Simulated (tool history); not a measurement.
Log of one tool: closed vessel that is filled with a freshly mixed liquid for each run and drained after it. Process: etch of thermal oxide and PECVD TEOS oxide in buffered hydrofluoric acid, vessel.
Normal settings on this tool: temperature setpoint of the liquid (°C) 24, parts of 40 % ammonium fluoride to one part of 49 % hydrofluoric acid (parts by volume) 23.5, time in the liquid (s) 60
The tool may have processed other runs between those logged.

run	hour	temperature setpoint of the liquid (°C)	parts of 40 % ammonium fluoride to one part of 49 % hydrofluoric acid (parts by volume)	time in the liquid (s)	read-back film thickness of the thermal oxide reference wafer, read on the same gauge (nm)	read-back film thickness of the PECVD TEOS oxide reference wafer, read on the same gauge (nm)	thickness taken off the thermal oxide on a monitor wafer (nm)	thickness taken off the PECVD TEOS oxide on a monitor wafer (nm)
1	0	24	23.5	60	150.02	110	26.17	95.6
2	43.3	24	23.5	55	149.94	110.06	24.2	87.69
3	108.3	24	23.5	55	149.99	109.98	24.29	86.68
# hour 144.2: thermometer replaced
4	179.9	24	23.5	55	149.99	109.97	24.91	90.64
5	224.4	24	29	60	149.98	110.07	23.41	85.15
# hour 225.7: gauge calibrated
6	265.8	24	29	60	150.04	110.02	23.37	83.72
7	306.7	24	29	60	150.02	110	23.37	84.76
8	347.3	24	23.5	60	150.01	110.01	27.15	98.06
9	377.7	24	23.5	60	150.01	110.05	26.95	97.29
10	424.2	24	23.5	60	149.99	110.01	26.94	98.49
# hour 432.2: hydrofluoric acid flow meter replaced
11	460.3	24	29.5	40	149.97	110.02	15.28	55.69
12	521.5	27.5	16	90	149.98	110.07	67.68	246.57
13	574.2	26	30	45	149.98	109.99	18.97	68.6
14	628.5	24	23.5	60	150.03	110	26.65	96.32
15	685.6	21	23.5	60	149.99	110.02	22.73	82.47
16	744.2	24	14	60	149.97	109.98	41.9	151.7
17	769.6	19.5	30	60	149.99	110	17.43	62.98
18	806.3	20	30	80	150.02	109.98	23.93	88.06
19	856.3	24	23.5	40	149.95	109.99	17.68	63.64
20	890.7	24	26.5	60	150	109.98	24.19	89.22
21	943.6	24	23.5	55	150.05	110	24.28	88.7
22	994.6	20	23.5	35	150	110.05	12.26	44.42
# hour 1015.8: thermometer replaced
23	1022.6	19	23.5	60	149.94	109.97	20.55	75.08
24	1066.7	24	23.5	60	150	110.05	27.11	98.65
25	1113.9	24	30	50	149.97	110.03	19.05	69.23
26	1157.5	19.5	23.5	75	150	110.01	26.34	95.24

What if the next run were any one of these 4? Each begins from the tool's condition after run 26:
A	1158.2	24	30	60	?	?	?	?
B	1158.2	19.5	23.5	45	?	?	?	?
C	1158.2	19.5	20.5	75	?	?	?	?
D	1158.2	21	23.5	35	?	?	?	?

run	read-back film thickness of the thermal oxide reference wafer, read on the same gauge (nm)	read-back film thickness of the PECVD TEOS oxide reference wafer, read on the same gauge (nm)	thickness taken off the thermal oxide on a monitor wafer (nm)	thickness taken off the PECVD TEOS oxide on a monitor wafer (nm)
A	149.99	109.98	22.91	82.87
B	149.99	109.98	15.83	57.24
C	149.99	109.98	28.99	104.84
D	149.99	109.98	13.39	48.44
Had the tool no hidden state, the same runs would have come out as:
run	thickness taken off the thermal oxide on a monitor wafer (nm)	thickness taken off the PECVD TEOS oxide on a monitor wafer (nm)
A	23.03	83.29
B	15.91	57.54
C	29.13	105.38
D	13.46	48.68
